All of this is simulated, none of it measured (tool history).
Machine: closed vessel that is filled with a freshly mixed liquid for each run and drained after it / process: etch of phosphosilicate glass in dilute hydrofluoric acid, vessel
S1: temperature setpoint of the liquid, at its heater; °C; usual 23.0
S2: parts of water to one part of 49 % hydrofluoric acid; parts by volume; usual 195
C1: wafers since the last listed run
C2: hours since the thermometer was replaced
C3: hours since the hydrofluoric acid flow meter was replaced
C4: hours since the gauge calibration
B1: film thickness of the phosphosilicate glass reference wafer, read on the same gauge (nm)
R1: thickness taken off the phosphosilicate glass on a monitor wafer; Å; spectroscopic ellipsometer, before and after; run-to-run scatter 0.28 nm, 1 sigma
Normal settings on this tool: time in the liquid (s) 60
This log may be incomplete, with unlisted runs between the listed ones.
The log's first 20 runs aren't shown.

Run 21, hour 459.8: usual settings; C1 2547; C2 321.6; C3 236.9; C4 964.9; B1 49.99. Result: R1 303.8 Å.
At hour 496.6: gauge calibrated.
Run 22, hour 496.6: usual settings but S2 285 parts by volume; C1 4985; C2 358.4; C3 273.7; C4 0.0; B1 49.99. Result: R1 190.3 Å.
Run 23, hour 518.1: usual settings but S2 270 parts by volume, time in the liquid (s) 85; C1 2912; C2 379.9; C3 295.2; C4 21.5; B1 50.02. Result: R1 285.9 Å.
Run 24, hour 552.4: usual settings; C1 4646; C2 414.2; C3 329.5; C4 55.8; B1 49.98. Result: R1 305.4 Å.
Run 25, hour 567.0: usual settings but S1 26.5 °C, S2 270 parts by volume, time in the liquid (s) 35; C1 1978; C2 428.8; C3 344.1; C4 70.4; B1 50.02. Result: R1 132.1 Å.
Run 26, hour 586.7: usual settings but S2 275 parts by volume; C1 2668; C2 448.5; C3 363.8; C4 90.1; B1 50.07. Result: R1 197.1 Å.
Run 27, hour 601.3: usual settings but S1 20.0 °C, S2 230 parts by volume, time in the liquid (s) 85; C1 1978; C2 463.1; C3 378.4; C4 104.7; B1 50.04. Result: R1 314.1 Å.
Run 28, hour 621.8: usual settings but S2 260 parts by volume, time in the liquid (s) 35; C1 2777; C2 483.6; C3 398.9; C4 125.2; B1 50.01. Result: R1 124.1 Å.
Run 29, hour 650.0: usual settings; C1 3820; C2 511.8; C3 427.1; C4 153.4; B1 50.01. Result: R1 304.2 Å.
Run 30, hour 678.0: usual settings; C1 3793; C2 539.8; C3 455.1; C4 181.4; B1 50.02. Result: R1 302.0 Å.
Run 31, hour 695.3: usual settings but S1 27.5 °C, S2 230 parts by volume, time in the liquid (s) 30; C1 2343; C2 557.1; C3 472.4; C4 198.7; B1 49.97. Result: R1 146.1 Å.
Run 32, hour 710.8: usual settings but S1 21.5 °C, S2 280 parts by volume; C1 2099; C2 572.6; C3 487.9; C4 214.2; B1 50.01. Result: R1 186.3 Å.

4 ways to go on from here, each from the tool as it stands after run 32. What would each give?
Run A, hour 711.5: usual settings; C1 94; C2 573.3; C3 488.6; C4 214.9; B1 ?. Result: R1 ?.
Run B, hour 711.5: usual settings but S2 280 parts by volume, time in the liquid (s) 95; C1 94; C2 573.3; C3 488.6; C4 214.9; B1 ?. Result: R1 ?.
Run C, hour 711.5: usual settings but S1 21.5 °C, time in the liquid (s) 40; C1 94; C2 573.3; C3 488.6; C4 214.9; B1 ?. Result: R1 ?.
Run D, hour 711.5: usual settings but S1 25.5 °C, S2 170 parts by volume, time in the liquid (s) 75; C1 94; C2 573.3; C3 488.6; C4 214.9; B1 ?. Result: R1 ?.

run     B1     R1
  A  49.99  304.7
  B  49.99  308.6
  C  49.99  191.9
  D  49.99  492.9
Without the tool's hidden state the same runs would have given:
run     R1
  A  298.1
  B  301.6
  C  187.8
  D  482.4
